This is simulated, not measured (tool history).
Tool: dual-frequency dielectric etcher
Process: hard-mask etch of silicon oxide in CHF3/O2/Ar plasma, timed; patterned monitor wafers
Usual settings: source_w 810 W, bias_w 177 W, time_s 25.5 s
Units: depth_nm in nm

run	hour	source_w	bias_w	time_s	read-back reference wafer on the same gauge, depth_nm	depth_nm
1	0.0	810	177	25.5	63.4	56.9
2	7.4	810	177	25.5	63.5	56.8
3	15.0	810	177	25.5	63.4	56.5
4	25.1	810	177	25.5	63.5	56.7
5	39.7	810	177	25.5	63.6	56.9
6	46.2	810	177	25.5	63.4	57.2
7	57.5	810	177	25.5	63.5	57.1
# hour 86.0: upper electrode replaced
8	86.5	760	177	25.5	63.5	56.4
9	86.8	760	177	25.5	63.5	56.4
10	87.1	760	177	25.5	63.6	56.3
11	93.4	810	197	25.5	63.4	60.1
# hour 104.1: source power generator calibrated
12	104.6	810	177	25.5	63.6	57.1
13	109.5	810	177	18.0	63.6	40.5
# hour 121.4: bias power generator calibrated
14	121.9	810	177	25.5	63.6	57.2
15	135.7	760	214	18.5	63.4	44.9
# hour 147.8: gauge calibrated
16	150.3	810	177	25.5	63.5	57.3
17	161.0	710	153	30.0	63.5	60.3
# hour 186.4: wet clean of the chamber
18	186.9	810	177	25.5	63.4	55.5
19	191.4	970	177	25.5	63.5	58.1
20	199.9	940	204	23.0	63.5	56.1
21	207.1	970	177	25.5	63.5	58.6

Run 22 comes next. What will it give?
22	213.5	910	196	27.5	?	?

read-back reference wafer on the same gauge, depth_nm: 63.5
depth_nm: 65.3 nm
Without the tool's hidden state the same run would have given depth_nm 65.3 nm.
